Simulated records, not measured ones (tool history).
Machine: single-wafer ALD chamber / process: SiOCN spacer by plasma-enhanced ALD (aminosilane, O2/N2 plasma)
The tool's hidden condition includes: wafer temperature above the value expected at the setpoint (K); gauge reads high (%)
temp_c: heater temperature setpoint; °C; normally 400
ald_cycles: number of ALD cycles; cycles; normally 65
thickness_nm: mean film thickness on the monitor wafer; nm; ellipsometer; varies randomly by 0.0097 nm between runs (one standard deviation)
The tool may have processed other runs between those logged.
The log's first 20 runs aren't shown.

run    hour  temp_c  ald_cycles  wafers since the last listed run  hours since the last thermocouple change  hours since the gauge calibration  read-back reference wafer on the same gauge, thickness_nm  thickness_nm
 21   955.3     400          65                               135                                    1652.3                              803.2                                                      3.657         3.951
 22  1017.3     400          65                               221                                    1714.3                              865.2                                                      3.658         3.948
 23  1080.5     400          60                               226                                    1777.5                              928.4                                                      3.668         3.642
 24  1105.3     400          58                                88                                    1802.3                              953.2                                                      3.665         3.521
 25  1144.5     395          57                               140                                    1841.5                              992.4                                                      3.661         3.474
 26  1174.9     390          72                               108                                    1871.9                             1022.8                                                      3.658          4.39
 27  1226.3     405          58                               184                                    1923.3                             1074.2                                                       3.66         3.467
 28  1257.3     407          61                               110                                    1954.3                             1105.2                                                      3.664          3.62
     1319.2  -- thermocouple changed; heater temperature recalibrated
 29  1369.5     400          55                               373                                      50.3                             1217.4                                                      3.668          3.35
 30    1407     396          72                               134                                      87.8                             1254.9                                                      3.668         4.394
 31  1433.9     405          73                                96                                     114.7                             1281.8                                                      3.672         4.363
 32  1502.2     400          65                               244                                       183                             1350.1                                                      3.668         3.971
 33  1553.4     394          58                               183                                     234.2                             1401.3                                                      3.671         3.533
 34  1587.7     400          54                               122                                     268.5                             1435.6                                                       3.67         3.307
 35  1646.3     400          57                               209                                     327.1                             1494.2                                                      3.668         3.474
     1673.6  -- gauge calibrated
 36  1696.5     414          53                               179                                     377.3                               22.9                                                      3.594         3.014
 37  1738.3     407          61                               149                                     419.1                               64.7                                                      3.598         3.543
 38  1788.3     400          65                               178                                     469.1                              114.7                                                      3.607         3.887
 39    1820     395          59                               113                                     500.8                              146.4                                                      3.608         3.548
 40  1848.5     400          65                               102                                     529.3                              174.9                                                      3.617         3.885
 41  1882.8     411          65                               122                                     563.6                              209.2                                                      3.615         3.743
 42  1943.7     400          65                               218                                     624.5                              270.1                                                       3.62         3.902
 43  2009.2     400          59                               234                                       690                              335.6                                                      3.628         3.556
 44  2045.7     400          65                               130                                     726.5                              372.1                                                      3.634         3.932
 45  2099.3     408          65                               191                                     780.1                              425.7                                                      3.633         3.816

3 options for the next run, each taken on its own from the tool as it stands now. Forecast them:
  A  2099.8     400          77                                 1                                     780.6                              426.2                                                          ?             ?
  B  2099.8     411          59                                 1                                     780.6                              426.2                                                          ?             ?
  C  2099.8     411          56                                 1                                     780.6                              426.2                                                          ?             ?

run  read-back reference wafer on the same gauge, thickness_nm  thickness_nm
  A                                                      3.634         4.642
  B                                                      3.634         3.423
  C                                                      3.634         3.249
Without the tool's unlogged condition, the same runs would have read:
run  thickness_nm
  A         4.596
  B         3.389
  C         3.217
